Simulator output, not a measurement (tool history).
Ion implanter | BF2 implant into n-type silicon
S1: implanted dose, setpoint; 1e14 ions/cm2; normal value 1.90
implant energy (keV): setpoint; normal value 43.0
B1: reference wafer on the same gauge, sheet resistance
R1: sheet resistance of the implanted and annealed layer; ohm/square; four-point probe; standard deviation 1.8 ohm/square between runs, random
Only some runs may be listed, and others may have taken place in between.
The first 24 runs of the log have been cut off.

run 25 hour=569.6 | S1=1.90 implant_energy_(keV)=43.0 | B1=463.41 | R1=525.03
run 26 hour=598.1 | S1=1.34 implant_energy_(keV)=34.5 | B1=464.55 | R1=715.57
run 27 hour=614.0 | S1=2.24 implant_energy_(keV)=30.5 | B1=463.89 | R1=474.72
-- hour=622.9 gauge calibrated
-- hour=633.0 Faraday cup replaced and dose calibrated
run 28 hour=634.3 | S1=1.37 implant_energy_(keV)=43.0 | B1=464.22 | R1=684.68
run 29 hour=665.1 | S1=1.90 implant_energy_(keV)=43.0 | B1=464.13 | R1=524.97
run 30 hour=690.2 | S1=2.04 implant_energy_(keV)=49.0 | B1=463.75 | R1=487.19
run 31 hour=707.9 | S1=2.06 implant_energy_(keV)=48.0 | B1=464.18 | R1=487.62
run 32 hour=731.2 | S1=1.34 implant_energy_(keV)=57.0 | B1=464.63 | R1=672.93
run 33 hour=761.2 | S1=1.90 implant_energy_(keV)=43.0 | B1=463.88 | R1=525.05
run 34 hour=776.2 | S1=1.90 implant_energy_(keV)=43.0 | B1=463.99 | R1=523.71
run 35 hour=799.4 | S1=1.90 implant_energy_(keV)=48.5 | B1=463.52 | R1=517.98
run 36 hour=827.6 | S1=1.90 implant_energy_(keV)=43.0 | B1=463.67 | R1=526.88

Forecast each of these 3 alternatives for the next run:
run A hour=828.0 | S1=1.90 implant_energy_(keV)=43.0 | B1=? | R1=?
run B hour=828.0 | S1=2.11 implant_energy_(keV)=50.5 | B1=? | R1=?
run C hour=828.0 | S1=1.90 implant_energy_(keV)=49.5 | B1=? | R1=?

run=A B1=463.39 R1=528.41
run=B B1=463.39 R1=475.33
run=C B1=463.39 R1=519.22
The same runs, with their run-to-run variation unchanged, on a tool lacking any hidden condition would have given:
run=A R1=528.41
run=B R1=475.33
run=C R1=519.22
